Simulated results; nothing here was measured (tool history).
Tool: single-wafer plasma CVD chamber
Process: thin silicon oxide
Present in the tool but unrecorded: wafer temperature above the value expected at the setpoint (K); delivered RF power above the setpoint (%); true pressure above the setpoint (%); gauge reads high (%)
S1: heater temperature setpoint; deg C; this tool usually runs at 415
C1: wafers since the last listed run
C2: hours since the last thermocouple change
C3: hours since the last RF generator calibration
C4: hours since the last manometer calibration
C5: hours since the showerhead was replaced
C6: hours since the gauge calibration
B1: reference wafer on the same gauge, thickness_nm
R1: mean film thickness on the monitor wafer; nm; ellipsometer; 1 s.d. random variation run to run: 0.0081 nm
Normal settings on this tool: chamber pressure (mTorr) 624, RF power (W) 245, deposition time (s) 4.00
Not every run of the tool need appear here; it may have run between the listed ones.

Run 1, hour 0.0: usual settings but RF power (W) 215; C1 0; C2 2291.8; C3 1494.1; C4 2709.0; C5 5242.2; C6 212.4; B1 5.158. Result: R1 5.464 nm.
Run 2, hour 12.3: usual settings but RF power (W) 215; C1 393; C2 2304.1; C3 1506.4; C4 2721.3; C5 5254.5; C6 224.7; B1 5.160. Result: R1 5.490 nm.
Run 3, hour 23.7: usual settings; C1 364; C2 2315.5; C3 1517.8; C4 2732.7; C5 5265.9; C6 236.1; B1 5.159. Result: R1 5.712 nm.
Run 4, hour 34.8: usual settings; C1 354; C2 2326.6; C3 1528.9; C4 2743.8; C5 5277.0; C6 247.2; B1 5.159. Result: R1 5.717 nm.
Run 5, hour 44.1: usual settings; C1 297; C2 2335.9; C3 1538.2; C4 2753.1; C5 5286.3; C6 256.5; B1 5.160. Result: R1 5.732 nm.
Run 6, hour 55.2: usual settings; C1 354; C2 2347.0; C3 1549.3; C4 2764.2; C5 5297.4; C6 267.6; B1 5.161. Result: R1 5.721 nm.
Run 7, hour 65.8: usual settings; C1 338; C2 2357.6; C3 1559.9; C4 2774.8; C5 5308.0; C6 278.2; B1 5.162. Result: R1 5.729 nm.
Run 8, hour 80.9: usual settings but RF power (W) 230; C1 482; C2 2372.7; C3 1575.0; C4 2789.9; C5 5323.1; C6 293.3; B1 5.160. Result: R1 5.609 nm.
Run 9, hour 88.1: usual settings but deposition time (s) 3.72; C1 230; C2 2379.9; C3 1582.2; C4 2797.1; C5 5330.3; C6 300.5; B1 5.159. Result: R1 5.336 nm.
At hour 100.3: gauge calibrated.
At hour 108.3: thermocouple changed; heater temperature recalibrated.
Run 10, hour 108.8: usual settings but deposition time (s) 3.72; C1 406; C2 0.5; C3 1602.9; C4 2817.8; C5 5351.0; C6 8.5; B1 5.162. Result: R1 5.318 nm.
Run 11, hour 109.8: usual settings but S1 409 deg C; C1 31; C2 1.5; C3 1603.9; C4 2818.8; C5 5352.0; C6 9.5; B1 5.160. Result: R1 5.744 nm.
Run 12, hour 119.2: usual settings but S1 409 deg C; C1 300; C2 10.9; C3 1613.3; C4 2828.2; C5 5361.4; C6 18.9; B1 5.159. Result: R1 5.757 nm.
At hour 139.1: showerhead replaced.
Run 13, hour 139.6: usual settings but S1 424 deg C, chamber pressure (mTorr) 708, RF power (W) 285; C1 396; C2 31.3; C3 1633.7; C4 2848.6; C5 0.5; C6 39.3; B1 5.160. Result: R1 6.583 nm.
At hour 153.4: RF generator calibrated.
Run 14, hour 153.9: usual settings but S1 425 deg C, chamber pressure (mTorr) 551, RF power (W) 215, deposition time (s) 4.45; C1 201; C2 45.6; C3 0.5; C4 2862.9; C5 14.8; C6 53.6; B1 5.157. Result: R1 5.523 nm.
Run 15, hour 163.8: usual settings; C1 316; C2 55.5; C3 10.4; C4 2872.8; C5 24.7; C6 63.5; B1 5.160. Result: R1 5.730 nm.
Run 16, hour 177.6: usual settings but S1 425 deg C, RF power (W) 215, deposition time (s) 4.32; C1 441; C2 69.3; C3 24.2; C4 2886.6; C5 38.5; C6 77.3; B1 5.161. Result: R1 5.896 nm.
Run 17, hour 192.8: usual settings but S1 425 deg C, chamber pressure (mTorr) 713, RF power (W) 230; C1 485; C2 84.5; C3 39.4; C4 2901.8; C5 53.7; C6 92.5; B1 5.160. Result: R1 6.161 nm.
Run 18, hour 205.0: usual settings; C1 390; C2 96.7; C3 51.6; C4 2914.0; C5 65.9; C6 104.7; B1 5.159. Result: R1 5.745 nm.
Run 19, hour 211.1: usual settings but deposition time (s) 4.70; C1 195; C2 102.8; C3 57.7; C4 2920.1; C5 72.0; C6 110.8; B1 5.159. Result: R1 6.737 nm.
At hour 223.0: capacitance manometer re-zeroed and calibrated.
Run 20, hour 225.2: usual settings but S1 402 deg C, RF power (W) 215, deposition time (s) 3.62; C1 195; C2 116.9; C3 71.8; C4 2.2; C5 86.1; C6 124.9; B1 5.159. Result: R1 4.728 nm.
Run 21, hour 245.4: usual settings but S1 400 deg C, chamber pressure (mTorr) 747; C1 645; C2 137.1; C3 92.0; C4 22.4; C5 106.3; C6 145.1; B1 5.159. Result: R1 6.277 nm.
Run 22, hour 258.4: usual settings but S1 410 deg C, deposition time (s) 4.36; C1 415; C2 150.1; C3 105.0; C4 35.4; C5 119.3; C6 158.1; B1 5.162. Result: R1 5.899 nm.
Run 23, hour 269.7: usual settings but chamber pressure (mTorr) 560, deposition time (s) 3.64; C1 361; C2 161.4; C3 116.3; C4 46.7; C5 130.6; C6 169.4; B1 5.159. Result: R1 4.517 nm.
Run 24, hour 279.3: usual settings but S1 426 deg C, chamber pressure (mTorr) 665, RF power (W) 265; C1 306; C2 171.0; C3 125.9; C4 56.3; C5 140.2; C6 179.0; B1 5.159. Result: R1 5.752 nm.
Run 25, hour 291.7: usual settings but S1 408 deg C, chamber pressure (mTorr) 669, deposition time (s) 4.68; C1 396; C2 183.4; C3 138.3; C4 68.7; C5 152.6; C6 191.4; B1 5.158. Result: R1 6.716 nm.

For each entry between runs, how does the tool's hidden state at the last listed run before it compare with that at the first listed run after it?
In the gap between runs 9 and 10: gauge calibrated (hour 100.3); thermocouple changed; heater temperature recalibrated (hour 108.3)
  true pressure above the setpoint (%): 7.77 -> 7.83
  measured value less the no-hidden-state value, R1: +0.303 -> +0.304 nm
In the gap between runs 12 and 13: showerhead replaced (hour 139.1)
  true pressure above the setpoint (%): 7.86 -> 7.91
  measured value less the no-hidden-state value, R1: +0.331 -> +0.364 nm
In the gap between runs 13 and 14: RF generator calibrated (hour 153.4)
  true pressure above the setpoint (%): 7.91 -> 7.95
  measured value less the no-hidden-state value, R1: +0.364 -> +0.322 nm
In the gap between runs 19 and 20: capacitance manometer re-zeroed and calibrated (hour 223.0)
  true pressure above the setpoint (%): 8.12 -> -0.405
  measured value less the no-hidden-state value, R1: +0.398 -> -0.015 nm
